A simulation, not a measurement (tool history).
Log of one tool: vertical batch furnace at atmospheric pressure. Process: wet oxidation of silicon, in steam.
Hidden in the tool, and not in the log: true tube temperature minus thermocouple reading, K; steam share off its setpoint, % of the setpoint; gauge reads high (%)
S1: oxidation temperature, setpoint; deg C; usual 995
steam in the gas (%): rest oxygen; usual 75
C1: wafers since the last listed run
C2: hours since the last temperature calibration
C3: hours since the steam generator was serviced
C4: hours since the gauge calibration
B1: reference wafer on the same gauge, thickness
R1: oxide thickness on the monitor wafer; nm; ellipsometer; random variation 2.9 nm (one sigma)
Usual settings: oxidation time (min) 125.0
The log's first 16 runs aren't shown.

Run 17, day 42.350: usual settings but S1 972 deg C, oxidation time (min) 97.0, steam in the gas (%) 84; C1 349; C2 175.1; C3 312.9; C4 77.4; B1 564.16. Result: R1 437.55 nm.
Run 18, day 45.033: usual settings but oxidation time (min) 161.0, steam in the gas (%) 66; C1 482; C2 239.5; C3 377.3; C4 141.8; B1 564.21. Result: R1 613.38 nm.
Run 19, day 47.279: usual settings; C1 403; C2 293.4; C3 431.2; C4 195.7; B1 563.69. Result: R1 565.89 nm.
Run 20, day 50.633: usual settings but S1 1015 deg C, oxidation time (min) 99.5, steam in the gas (%) 85; C1 602; C2 373.9; C3 511.7; C4 276.2; B1 564.34. Result: R1 589.47 nm.
Run 21, day 52.808: usual settings; C1 391; C2 426.1; C3 563.9; C4 328.4; B1 563.92. Result: R1 568.08 nm.
At day 54.571: thermocouples replaced and temperature profile calibrated, repeated, since the last time left the tool worse.
Run 22, day 56.275: usual settings but S1 985 deg C; C1 443; C2 40.9; C3 647.1; C4 411.6; B1 563.92. Result: R1 507.60 nm.
Run 23, day 59.367: usual settings but S1 1010 deg C, oxidation time (min) 102.0; C1 555; C2 115.1; C3 721.3; C4 485.8; B1 563.76. Result: R1 524.38 nm.
Run 24, day 62.675: usual settings; C1 594; C2 194.5; C3 800.7; C4 565.2; B1 564.74. Result: R1 544.94 nm.
Run 25, day 66.875: usual settings but oxidation time (min) 65.5; C1 755; C2 295.3; C3 901.5; C4 666.0; B1 564.68. Result: R1 351.17 nm.
Run 26, day 69.279: usual settings but S1 1017 deg C, oxidation time (min) 83.5, steam in the gas (%) 69; C1 432; C2 353.0; C3 959.2; C4 723.7; B1 564.34. Result: R1 453.99 nm.
Run 27, day 72.921: usual settings but S1 1017 deg C, oxidation time (min) 150.0, steam in the gas (%) 64; C1 654; C2 440.4; C3 1046.6; C4 811.1; B1 563.98. Result: R1 627.00 nm.
Run 28, day 74.608: usual settings but S1 1015 deg C, oxidation time (min) 90.0; C1 303; C2 480.9; C3 1087.1; C4 851.6; B1 563.97. Result: R1 495.69 nm.
Run 29, day 81.338: usual settings; C1 1209; C2 642.4; C3 1248.6; C4 1013.1; B1 563.97. Result: R1 539.57 nm.
Run 30, day 83.233: usual settings but S1 976 deg C, oxidation time (min) 93.0, steam in the gas (%) 69; C1 340; C2 687.9; C3 1294.1; C4 1058.6; B1 563.60. Result: R1 362.87 nm.

5 ways to go on from here, each from the tool as it stands after run 30. What would each give?
Run A, day 83.492: usual settings but oxidation time (min) 106.0; C1 46; C2 694.1; C3 1300.3; C4 1064.8; B1 ?. Result: R1 ?.
Run B, day 83.492: usual settings but S1 981 deg C, oxidation time (min) 90.5, steam in the gas (%) 84; C1 46; C2 694.1; C3 1300.3; C4 1064.8; B1 ?. Result: R1 ?.
Run C, day 83.492: usual settings but S1 1014 deg C, oxidation time (min) 160.5, steam in the gas (%) 71; C1 46; C2 694.1; C3 1300.3; C4 1064.8; B1 ?. Result: R1 ?.
Run D, day 83.492: usual settings but S1 1009 deg C, oxidation time (min) 175.5, steam in the gas (%) 82; C1 46; C2 694.1; C3 1300.3; C4 1064.8; B1 ?. Result: R1 ?.
Run E, day 83.492: usual settings but steam in the gas (%) 84; C1 46; C2 694.1; C3 1300.3; C4 1064.8; B1 ?. Result: R1 ?.

run      B1      R1
  A  563.84  488.05
  B  563.84  427.89
  C  563.84  690.46
  D  563.84  775.04
  E  563.84  585.96
Without the tool's hidden state the same runs would have given:
run      R1
  A  486.23
  B  426.11
  C  688.39
  D  772.77
  E  583.93
